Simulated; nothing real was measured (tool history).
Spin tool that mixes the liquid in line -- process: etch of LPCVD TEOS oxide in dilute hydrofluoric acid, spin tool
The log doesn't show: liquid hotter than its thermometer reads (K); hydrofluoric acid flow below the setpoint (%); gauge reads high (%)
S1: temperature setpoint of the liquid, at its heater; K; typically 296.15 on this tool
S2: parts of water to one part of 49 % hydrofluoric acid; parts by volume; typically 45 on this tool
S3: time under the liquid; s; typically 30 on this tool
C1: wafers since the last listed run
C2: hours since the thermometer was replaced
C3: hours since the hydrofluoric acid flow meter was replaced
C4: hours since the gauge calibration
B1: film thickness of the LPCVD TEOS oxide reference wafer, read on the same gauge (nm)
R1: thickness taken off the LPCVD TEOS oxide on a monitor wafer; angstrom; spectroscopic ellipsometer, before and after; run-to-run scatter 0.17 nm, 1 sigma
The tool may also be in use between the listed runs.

run,day,S1,S2,S3,C1,C2,C3,C4,B1,R1
1,0,296.15,40,35,0,2223.1,334.9,186.4,150.03,247.4
2,1.146,296.15,40,35,435,2250.6,362.4,213.9,150.02,242.5
3,1.892,296.15,40,35,283,2268.5,380.3,231.8,149.98,239.9
4,2.862,296.15,45,30,368,2291.8,403.6,255.1,150.01,180.8
5,5.154,296.15,45,30,870,2346.8,458.6,310.1,150.01,182.4
6,6.083,296.15,45,30,352,2369.1,480.9,332.4,149.99,179.8
# day 6.979: gauge calibrated
7,7.371,296.15,60,30,488,2400,511.8,9.4,150.01,133.4
8,8.538,296.15,35,40,443,2428,539.8,37.4,150.02,312.2
9,9.533,296.15,35,40,378,2451.9,563.7,61.3,149.98,307.7
# day 10.779: thermometer replaced
10,11.596,298.15,45,30,767,19.6,613.2,110.8,149.99,192.7
11,13.683,296.15,40,30,792,69.7,663.3,160.9,150.04,200.6
12,14.429,296.15,45,30,283,87.6,681.2,178.8,150.02,180.2
13,15.375,296.15,45,25,359,110.3,703.9,201.5,150.01,146.5
# day 15.575: hydrofluoric acid flow meter replaced
14,16.342,296.15,45,30,351,133.5,18.4,224.7,150.04,190.8
15,17.05,296.15,45,40,269,150.5,35.4,241.7,149.96,252.2
16,18.888,292.65,25,25,697,194.6,79.5,285.8,150,256.2
# day 19.029: gauge calibrated
17,20.258,299.65,35,40,520,227.5,112.4,29.5,149.99,379.1
18,21.162,296.15,45,30,343,249.2,134.1,51.2,149.99,187.2
19,21.888,296.15,45,30,275,266.6,151.5,68.6,149.98,190.1
20,22.417,300.65,55,35,200,279.3,164.2,81.3,150.02,209.9
21,23.025,301.15,65,40,231,293.9,178.8,95.9,149.98,206.8

Alternative continuations, all from the tool just after run 21; predict every row:
A,23.042,296.15,45,30,6,294.3,179.2,96.3,?,?
B,23.042,298.65,35,25,6,294.3,179.2,96.3,?,?
C,23.042,297.65,55,30,6,294.3,179.2,96.3,?,?
D,23.042,292.15,50,15,6,294.3,179.2,96.3,?,?
E,23.042,296.15,25,25,6,294.3,179.2,96.3,?,?

run,B1,R1
A,150,184.2
B,150,221.9
C,150,158.2
D,150,69.6
E,150,283.8
Take away the tool's hidden state, keep each run's random variation, and the runs would have read:
run,R1
A,188.8
B,227.4
C,162.2
D,71.3
E,290.7

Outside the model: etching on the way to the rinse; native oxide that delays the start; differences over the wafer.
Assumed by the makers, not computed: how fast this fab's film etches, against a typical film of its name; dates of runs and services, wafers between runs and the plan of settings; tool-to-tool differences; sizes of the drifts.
